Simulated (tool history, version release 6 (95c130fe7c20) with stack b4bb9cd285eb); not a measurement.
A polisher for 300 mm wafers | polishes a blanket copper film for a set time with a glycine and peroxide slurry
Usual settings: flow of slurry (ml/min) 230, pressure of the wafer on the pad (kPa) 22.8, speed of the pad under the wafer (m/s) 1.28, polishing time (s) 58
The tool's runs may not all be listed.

| run | hour | flow of slurry (ml/min) | pressure of the wafer on the pad (kPa) | speed of the pad under the wafer (m/s) | polishing time (s) | wafers since the last listed run | wafers polished on this pad | hours since the slurry nozzle was cleaned | hours since the head pressure was calibrated | incoming thickness of the incoming film, nm | film removed (Å) |
|---|---|---|---|---|---|---|---|---|---|---|---|
| 1 | 0.0 | 230 | 16.5 | 1.28 | 58 | 0 | 685 | 377.0 | 315.3 | 2433.4 | 3781 |
| 2 | 16.2 | 230 | 22.8 | 1.12 | 58 | 202 | 887 | 393.2 | 331.5 | 2412.2 | 4383 |
|  | 43.9 | worn pad replaced by a new one |
| 3 | 51.6 | 230 | 22.8 | 1.12 | 58 | 392 | 96 | 428.6 | 366.9 | 2380.2 | 4364 |
| 4 | 74.4 | 230 | 24.8 | 1.28 | 58 | 284 | 380 | 451.4 | 389.7 | 2417.0 | 5233 |
| 5 | 103.0 | 230 | 24.8 | 1.28 | 58 | 357 | 738 | 480.0 | 418.3 | 2376.3 | 5163 |
| 6 | 126.6 | 230 | 22.8 | 1.28 | 58 | 294 | 1032 | 503.6 | 441.9 | 2393.8 | 4978 |
|  | 145.6 | worn pad replaced by a new one |
| 7 | 154.2 | 230 | 22.8 | 1.28 | 58 | 294 | 107 | 531.2 | 469.5 | 2426.5 | 4954 |
| 8 | 187.1 | 230 | 22.8 | 1.28 | 58 | 410 | 518 | 564.1 | 502.4 | 2392.5 | 4981 |
| 9 | 199.3 | 230 | 22.8 | 1.28 | 52 | 152 | 671 | 576.3 | 514.6 | 2364.8 | 4339 |
| 10 | 222.4 | 230 | 22.8 | 1.28 | 52 | 288 | 959 | 599.4 | 537.7 | 2419.9 | 4398 |
|  | 230.4 | slurry nozzle cleaned |
|  | 251.4 | worn pad replaced by a new one |
| 11 | 252.9 | 230 | 22.8 | 1.28 | 52 | 318 | 18 | 22.5 | 568.2 | 2443.7 | 4423 |
| 12 | 285.9 | 230 | 26.2 | 1.28 | 44 | 412 | 430 | 55.5 | 601.2 | 2409.9 | 4150 |
| 13 | 318.3 | 230 | 22.8 | 1.28 | 58 | 404 | 835 | 87.9 | 633.6 | 2392.9 | 4846 |
| 14 | 346.8 | 230 | 22.8 | 1.28 | 58 | 355 | 1191 | 116.4 | 662.1 | 2378.3 | 5000 |
|  | 372.9 | worn pad replaced by a new one |
| 15 | 375.3 | 230 | 22.8 | 1.28 | 58 | 306 | 30 | 144.9 | 690.6 | 2354.8 | 4899 |
|  | 408.6 | head pressure recalibrated |
| 16 | 409.1 | 230 | 22.8 | 1.28 | 58 | 397 | 427 | 178.7 | 0.5 | 2366.2 | 4978 |
| 17 | 437.1 | 230 | 22.8 | 1.70 | 58 | 349 | 777 | 206.7 | 28.5 | 2421.0 | 6415 |
| 18 | 463.1 | 250 | 26.9 | 0.96 | 58 | 324 | 1101 | 232.7 | 54.5 | 2399.7 | 4442 |
|  | 470.6 | worn pad replaced by a new one |
| 19 | 496.0 | 280 | 18.6 | 1.08 | 58 | 360 | 317 | 265.6 | 87.4 | 2391.8 | 3720 |
| 20 | 520.7 | 155 | 20.7 | 0.98 | 66 | 308 | 625 | 290.3 | 112.1 | 2399.1 | 3879 |
| 21 | 540.6 | 205 | 15.9 | 1.28 | 58 | 248 | 874 | 310.2 | 132.0 | 2383.1 | 3628 |
| 22 | 571.8 | 230 | 29.6 | 1.28 | 58 | 389 | 1264 | 341.4 | 163.2 | 2444.3 | 6171 |

Hidden state at the last listed run before each entry between runs and at the first one after, where it differs:
Between runs 2 and 3: worn pad replaced by a new one (hour 43.9)
  no hidden state differs between the two runs
Between runs 6 and 7: worn pad replaced by a new one (hour 145.6)
  no hidden state differs between the two runs
Between runs 10 and 11: slurry nozzle cleaned (hour 230.4); worn pad replaced by a new one (hour 251.4)
  no hidden state differs between the two runs
Between runs 14 and 15: worn pad replaced by a new one (hour 372.9)
  no hidden state differs between the two runs
Between runs 15 and 16: head pressure recalibrated (hour 408.6)
  no hidden state differs between the two runs
Between runs 18 and 19: worn pad replaced by a new one (hour 470.6)
  no hidden state differs between the two runs

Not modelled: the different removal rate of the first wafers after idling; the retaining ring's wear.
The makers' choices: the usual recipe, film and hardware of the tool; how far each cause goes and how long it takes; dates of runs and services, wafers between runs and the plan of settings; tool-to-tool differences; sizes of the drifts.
